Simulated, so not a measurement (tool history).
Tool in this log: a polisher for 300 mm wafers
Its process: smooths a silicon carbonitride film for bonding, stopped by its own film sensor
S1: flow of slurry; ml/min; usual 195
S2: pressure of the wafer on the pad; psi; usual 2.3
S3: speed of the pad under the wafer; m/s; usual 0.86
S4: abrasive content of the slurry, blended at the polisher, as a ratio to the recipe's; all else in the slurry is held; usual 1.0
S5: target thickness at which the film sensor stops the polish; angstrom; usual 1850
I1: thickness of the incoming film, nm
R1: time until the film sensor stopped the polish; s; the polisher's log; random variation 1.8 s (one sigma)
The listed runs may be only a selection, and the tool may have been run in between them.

run   hour   S1   S2    S3   S4    S5     I1     R1
  1    0.0  195  2.3  0.86  1.2  1850  213.0  102.7
  2   83.1  195  2.9  0.86  1.0  1850  208.1   78.1
     131.2  -- worn pad replaced by a new one
  3  172.9  195  2.3  0.86  1.0  1850  209.4  101.9
  4  208.2  195  2.3  0.86  1.0  1850  207.8   94.2
  5  229.8  195  2.3  0.86  1.0  1850  206.9   90.8
  6  259.7  195  2.3  0.86  1.0  1850  211.0  112.2
     266.7  -- worn pad replaced by a new one
  7  295.1  195  2.3  0.86  1.0  1850  210.0   97.9
  8  319.3  195  2.3  0.86  1.0  1850  210.2  101.7
  9  351.3  195  2.3  0.86  0.8  1850  211.7  117.3
     355.0  -- slurry blender recalibrated
 10  372.5  195  1.8  0.86  1.0  1850  212.2  149.4
     385.3  -- slurry nozzle cleaned
 11  404.4  195  1.8  0.86  1.0  1850  211.0  133.7
     407.3  -- head pressure recalibrated
     422.6  -- worn pad replaced by a new one
 12  432.3  195  2.3  0.86  1.1  1850  209.4  104.4
 13  460.8  195  2.3  0.86  1.0  1850  206.0   92.6
 14  477.0  195  2.6  0.86  1.0  1920  209.1   66.9
 15  496.7  195  2.7  0.86  1.0  1930  212.7   75.7
 16  525.9  195  2.3  0.86  1.0  1850  207.2   98.3
 17  542.8  195  2.3  0.86  1.0  1850  212.0  119.9
 18  560.3  195  1.7  1.10  1.0  1850  206.7  106.6
 19  576.8  195  2.3  0.86  1.0  1770  211.3  155.9
     581.0  -- worn pad replaced by a new one
 20  612.3  195  2.9  0.98  1.0  1830  208.5   76.8
 21  629.5  195  2.3  0.76  1.0  1850  208.7  109.5
 22  726.3  195  2.3  1.12  1.0  1850  212.3  101.3
     738.0  -- worn pad replaced by a new one
 23  741.9  175  2.3  0.86  1.0  1880  213.7  100.9

Each row is a separate what-if for the run after 23, all from the same tool condition, not one after another. Results?
  A  742.4  195  2.3  0.86  1.0  1850  213.2   ?
  B  742.4  195  2.3  0.86  1.0  1940  213.2   ?
  C  742.4  230  2.3  0.78  1.0  1850  213.2   ?
  D  742.4  165  2.3  1.08  1.0  1850  213.2   ?

run     R1
  A  110.0
  B   74.9
  C  117.1
  D   93.2
Without the tool's unlogged condition, the same runs would have read:
run     R1
  A  119.1
  B   81.1
  C  126.8
  D  100.9
